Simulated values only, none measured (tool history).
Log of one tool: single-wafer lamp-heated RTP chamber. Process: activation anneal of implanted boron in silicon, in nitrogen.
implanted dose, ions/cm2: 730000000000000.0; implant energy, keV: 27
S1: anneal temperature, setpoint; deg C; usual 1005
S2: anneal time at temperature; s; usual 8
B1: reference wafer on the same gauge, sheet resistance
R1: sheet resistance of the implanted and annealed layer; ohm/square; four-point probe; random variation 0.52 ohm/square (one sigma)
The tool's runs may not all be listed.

run,day,S1,S2,B1,R1
1,0.000,998,6,127.83,161.04
2,1.054,998,6,128.15,160.65
3,3.521,998,6,128.03,159.64
4,4.408,987,8,127.84,164.47
5,5.262,987,8,128.08,163.35
6,6.600,987,8,128.05,162.81
7,7.467,1005,8,128.03,155.72
8,8.638,1005,6,128.13,156.38
9,9.892,1005,6,128.06,155.86
# day 10.683: gauge calibrated
10,10.721,1005,6,127.74,156.03
11,11.262,1025,5,127.96,153.53
12,12.696,1005,8,128.07,154.62
# day 15.067: pyrometer window cleaned and pyrometer calibrated
13,15.154,976,4,127.97,180.21
# day 16.229: reflector plate cleaned
14,16.512,1014,5,127.93,154.97
15,17.883,987,5,127.99,167.86
16,18.896,1033,3,127.86,152.65
17,20.388,990,10,127.94,161.54
18,21.092,1005,8,128.07,156.18
19,22.517,1005,8,128.09,156.67
20,23.075,1028,11,128.00,151.68

Forecast each of these 4 alternatives for the next run:
A,23.092,1005,4,?,?
B,23.092,988,7,?,?
C,23.092,988,4,?,?
D,23.092,993,5,?,?

run,B1,R1
A,128.11,157.34
B,128.11,163.25
C,128.11,164.98
D,128.11,161.58
Without the tool's hidden state the same runs would have given:
run,R1
A,159.41
B,167.48
C,169.27
D,165.09
